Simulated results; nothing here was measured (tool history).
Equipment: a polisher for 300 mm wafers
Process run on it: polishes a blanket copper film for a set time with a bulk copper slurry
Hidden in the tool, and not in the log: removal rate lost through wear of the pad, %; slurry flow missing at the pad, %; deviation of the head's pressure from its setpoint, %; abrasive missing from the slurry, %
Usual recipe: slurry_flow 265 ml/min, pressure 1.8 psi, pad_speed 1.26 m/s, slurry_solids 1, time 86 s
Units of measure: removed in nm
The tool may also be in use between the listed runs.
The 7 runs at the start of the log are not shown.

| run | hour | slurry_flow | pressure | pad_speed | slurry_solids | time | wafers since the last listed run | wafers polished on this pad | hours since the slurry nozzle was cleaned | hours since the head pressure was calibrated | hours since the slurry blender was calibrated | incoming thickness of the incoming film, nm | removed |
|---|---|---|---|---|---|---|---|---|---|---|---|---|---|
| 8 | 186.4 | 265 | 1.8 | 1.26 | 1 | 86 | 221 | 1166 | 72.8 | 773.2 | 159.9 | 2843.9 | 511.9 |
|  | 219.3 | head pressure recalibrated |
| 9 | 219.8 | 265 | 1.8 | 1.26 | 1 | 86 | 257 | 1424 | 106.2 | 0.5 | 193.3 | 2777.3 | 546 |
| 10 | 236.4 | 265 | 2.1 | 1.26 | 0.75 | 86 | 136 | 1560 | 122.8 | 17.1 | 209.9 | 2768.1 | 603.8 |
|  | 247.6 | worn pad replaced by a new one |
| 11 | 251.7 | 265 | 1.8 | 1.26 | 1 | 86 | 92 | 33 | 138.1 | 32.4 | 225.2 | 2822.9 | 542.1 |
| 12 | 268.4 | 265 | 1.8 | 1.06 | 1 | 86 | 137 | 171 | 154.8 | 49.1 | 241.9 | 2770.2 | 483.9 |
| 13 | 282.4 | 265 | 1.3 | 1.26 | 1.15 | 86 | 114 | 286 | 168.8 | 63.1 | 255.9 | 2762.1 | 401.6 |
|  | 292.1 | slurry blender recalibrated |
| 14 | 304.9 | 265 | 1.8 | 1.64 | 1 | 68 | 168 | 454 | 191.3 | 85.6 | 12.8 | 2754.1 | 502.7 |
| 15 | 325.8 | 265 | 2 | 1.26 | 1 | 63 | 171 | 625 | 212.2 | 106.5 | 33.7 | 2747 | 435.6 |
| 16 | 361.4 | 265 | 1.8 | 1.26 | 0.8 | 86 | 292 | 918 | 247.8 | 142.1 | 69.3 | 2739.6 | 511 |
| 17 | 394.1 | 265 | 1.8 | 1.4 | 1 | 112 | 268 | 1186 | 280.5 | 174.8 | 102 | 2816.2 | 731 |
| 18 | 414.6 | 360 | 1.3 | 1.1 | 1 | 86 | 168 | 1354 | 301 | 195.3 | 122.5 | 2762.4 | 357.4 |
| 19 | 449.4 | 265 | 1.8 | 1.06 | 1 | 86 | 285 | 1640 | 335.8 | 230.1 | 157.3 | 2789.4 | 470.6 |
|  | 464.5 | worn pad replaced by a new one |
| 20 | 465 | 265 | 1.8 | 1.26 | 1 | 86 | 95 | 4 | 351.4 | 245.7 | 172.9 | 2796.9 | 525.1 |
| 21 | 487 | 265 | 2.3 | 1.26 | 0.9 | 86 | 180 | 185 | 373.4 | 267.7 | 194.9 | 2790.2 | 653.6 |
| 22 | 501.3 | 170 | 1.6 | 1.26 | 1 | 86 | 117 | 302 | 387.7 | 282 | 209.2 | 2775.5 | 439.7 |
| 23 | 532.2 | 265 | 1.8 | 0.92 | 0.75 | 65 | 253 | 556 | 418.6 | 312.9 | 240.1 | 2767.2 | 310.2 |
| 24 | 555 | 265 | 1.8 | 1.26 | 1 | 86 | 187 | 743 | 441.4 | 335.7 | 262.9 | 2839.8 | 517 |
| 25 | 568.2 | 265 | 1.8 | 1.26 | 1 | 86 | 108 | 851 | 454.6 | 348.9 | 276.1 | 2822.6 | 519.2 |
|  | 587.3 | slurry blender recalibrated |
| 26 | 587.8 | 265 | 2.4 | 1.26 | 1 | 86 | 144 | 996 | 474.2 | 368.5 | 0.5 | 2847.3 | 693.5 |
| 27 | 614.9 | 265 | 1.8 | 1.26 | 1 | 86 | 222 | 1218 | 501.3 | 395.6 | 27.6 | 2808.3 | 511.6 |
| 28 | 649.7 | 265 | 2 | 1.26 | 1 | 86 | 285 | 1504 | 536.1 | 430.4 | 62.4 | 2784.2 | 571 |
| 29 | 663 | 265 | 1.8 | 1.26 | 1.15 | 78 | 109 | 1613 | 549.4 | 443.7 | 75.7 | 2802 | 477.6 |
|  | 672.4 | worn pad replaced by a new one |
| 30 | 682.3 | 180 | 1.5 | 0.98 | 1 | 105 | 125 | 81 | 568.7 | 463 | 95 | 2778 | 424.6 |

What if the next run were any one of these 4? Each begins from the tool's condition after run 30:
| A | 682.7 | 265 | 1.8 | 1.26 | 1 | 86 | 3 | 84 | 569.1 | 463.4 | 95.4 | 2754 | ? |
| B | 682.7 | 265 | 1.8 | 1.62 | 1.25 | 86 | 3 | 84 | 569.1 | 463.4 | 95.4 | 2754 | ? |
| C | 682.7 | 235 | 1.6 | 1.26 | 1 | 86 | 3 | 84 | 569.1 | 463.4 | 95.4 | 2754 | ? |
| D | 682.7 | 265 | 2.2 | 1.26 | 1.2 | 86 | 3 | 84 | 569.1 | 463.4 | 95.4 | 2754 | ? |

| run | removed |
|---|---|
| A | 514.3 |
| B | 627 |
| C | 450.8 |
| D | 648.8 |
With no hidden state in the tool, these same runs would have given:
| run | removed |
|---|---|
| A | 549.1 |
| B | 669.5 |
| C | 481.4 |
| D | 692.7 |
